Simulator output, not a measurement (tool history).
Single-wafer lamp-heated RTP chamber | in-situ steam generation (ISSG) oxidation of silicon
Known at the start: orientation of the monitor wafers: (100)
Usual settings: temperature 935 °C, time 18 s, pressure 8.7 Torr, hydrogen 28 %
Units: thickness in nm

run	hour	temperature	time	pressure	hydrogen	read-back reference wafer on the same gauge, thickness	thickness
1	0	935	18	8.7	28	5.151	4.775
2	16.4	935	18	8.7	28	5.149	4.784
3	22.7	940	18	8.7	28	5.151	4.866
4	28.9	940	18	8.7	28	5.154	4.835
5	35.6	940	18	8.7	28	5.15	4.852
6	48.2	935	18	8.7	28	5.15	4.786
7	59.1	935	18	8.7	28	5.148	4.768
8	70.1	935	18	8.7	28	5.149	4.777
9	85.7	935	18	8.7	28	5.152	4.82
# hour 98.6: pyrometer window cleaned and pyrometer calibrated
10	99.1	935	18	8.7	28	5.152	4.889
11	109.3	935	18	8.7	28	5.15	4.864
12	118.3	927	16	7.7	20	5.152	4.232
13	128.1	935	18	8.7	28	5.147	4.895
14	144.8	935	18	8.7	24	5.15	4.721
15	156.3	935	18	10.1	28	5.151	4.759
16	173.1	935	14	9.4	22	5.149	4.117
17	190.2	952	18	9.6	28	5.15	5.083
18	205	935	18	8.7	28	5.152	4.86
# hour 214.2: pyrometer window cleaned and pyrometer calibrated, repeated, since the last time left the tool worse
# hour 216.6: hydrogen flow controller replaced
# hour 217.7: pressure gauge zeroed
19	218.2	935	18	8.7	28	5.151	4.728
20	223.7	935	12	8.7	28	5.153	4.076
21	237	935	13	8.7	32	5.149	4.345
22	254.6	935	12	10.1	28	5.152	3.966
23	263.3	935	18	8.7	28	5.147	4.727
24	272.5	954	12	10.2	28	5.15	4.134
# hour 296.2: gauge calibrated
25	320.8	935	20	10.2	25	5.152	4.649
26	335.4	935	18	10.1	28	5.151	4.589
27	351.3	935	18	8.7	28	5.152	4.732
28	403.2	935	18	7.8	32	5.152	4.948
29	416.6	952	18	7.4	32	5.15	5.186
30	423.2	935	18	8.7	28	5.149	4.735
31	440.6	941	18	8.7	28	5.149	4.803
32	481.6	935	18	9.4	28	5.148	4.689

3 ways to go on from here, each from the tool as it stands after run 32. What would each give?
A	482	935	18	8.7	28	?	?
B	482	923	18	8.7	28	?	?
C	482	943	18	8.7	28	?	?

run	read-back reference wafer on the same gauge, thickness	thickness
A	5.148	4.745
B	5.148	4.598
C	5.148	4.851
Without the tool's hidden state the same runs would have given:
run	thickness
A	4.712
B	4.569
C	4.816

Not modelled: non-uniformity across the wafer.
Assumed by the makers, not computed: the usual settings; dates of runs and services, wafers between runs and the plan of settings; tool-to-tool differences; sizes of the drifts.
